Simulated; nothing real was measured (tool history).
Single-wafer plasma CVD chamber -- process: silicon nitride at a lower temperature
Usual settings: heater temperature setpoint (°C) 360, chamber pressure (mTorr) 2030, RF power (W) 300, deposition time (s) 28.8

| run | day | heater temperature setpoint (°C) | chamber pressure (mTorr) | RF power (W) | deposition time (s) | read-back reference wafer on the same gauge, thickness_nm | mean film thickness on the monitor wafer (angstrom) |
|---|---|---|---|---|---|---|---|
| 1 | 0 | 360 | 2030 | 300 | 28.8 | 41.091 | 383.05 |
| 2 | 0.904 | 360 | 2030 | 300 | 28.8 | 41.085 | 381.82 |
| 3 | 1.862 | 360 | 2030 | 300 | 28.8 | 41.094 | 382.62 |
| 4 | 2.758 | 360 | 2030 | 300 | 28.8 | 41.106 | 381.6 |
| 5 | 3.967 | 360 | 2030 | 300 | 28.8 | 41.106 | 381.11 |
| 6 | 4.629 | 360 | 2030 | 300 | 28.8 | 41.098 | 382.3 |
| 7 | 6.004 | 360 | 2310 | 300 | 28.8 | 41.081 | 393.84 |
| 8 | 6.588 | 360 | 2310 | 300 | 28.8 | 41.097 | 394.02 |
|  | 7.225 | RF generator calibrated |
| 9 | 7.246 | 360 | 2030 | 300 | 28.8 | 41.09 | 374.89 |
| 10 | 7.838 | 360 | 2030 | 300 | 28.8 | 41.112 | 375.42 |
| 11 | 8.454 | 360 | 2030 | 300 | 25.8 | 41.114 | 335.73 |
| 12 | 9.046 | 360 | 2030 | 300 | 28.8 | 41.116 | 375.3 |
|  | 9.825 | RF generator calibrated, repeated, since the last time left the tool worse |
| 13 | 10.329 | 355 | 2030 | 300 | 28.8 | 41.105 | 392.15 |
| 14 | 10.871 | 355 | 1670 | 350 | 28.8 | 41.084 | 396.07 |
|  | 13.792 | capacitance manometer re-zeroed and calibrated |
|  | 14 | gauge calibrated |
|  | 14.771 | thermocouple changed; heater temperature recalibrated |
| 15 | 15.329 | 360 | 2030 | 300 | 28.8 | 41.113 | 392.2 |
|  | 16.212 | showerhead replaced |
| 16 | 16.233 | 360 | 2380 | 300 | 28.8 | 41.103 | 409.36 |
| 17 | 16.667 | 360 | 2360 | 320 | 33.3 | 41.096 | 482.91 |
| 18 | 17.658 | 360 | 1640 | 300 | 28.8 | 41.124 | 368.7 |
| 19 | 18.446 | 350 | 2030 | 300 | 24.1 | 41.12 | 328.38 |
| 20 | 18.962 | 360 | 2030 | 300 | 25.8 | 41.118 | 350.86 |
| 21 | 20.458 | 349 | 2440 | 265 | 25.1 | 41.099 | 341.81 |

Predict each of these 3 candidate next runs independently; none follows another, all start after run 21:
| A | 20.475 | 360 | 2470 | 300 | 28.8 | ? | ? |
| B | 20.475 | 353 | 2320 | 300 | 28.8 | ? | ? |
| C | 20.475 | 360 | 1880 | 300 | 28.8 | ? | ? |

| run | read-back reference wafer on the same gauge, thickness_nm | mean film thickness on the monitor wafer (angstrom) |
|---|---|---|
| A | 41.089 | 412.6 |
| B | 41.089 | 407.26 |
| C | 41.089 | 383.77 |
Without the tool's hidden state the same runs would have given:
| run | mean film thickness on the monitor wafer (angstrom) |
|---|---|
| A | 413.45 |
| B | 408.09 |
| C | 384.56 |
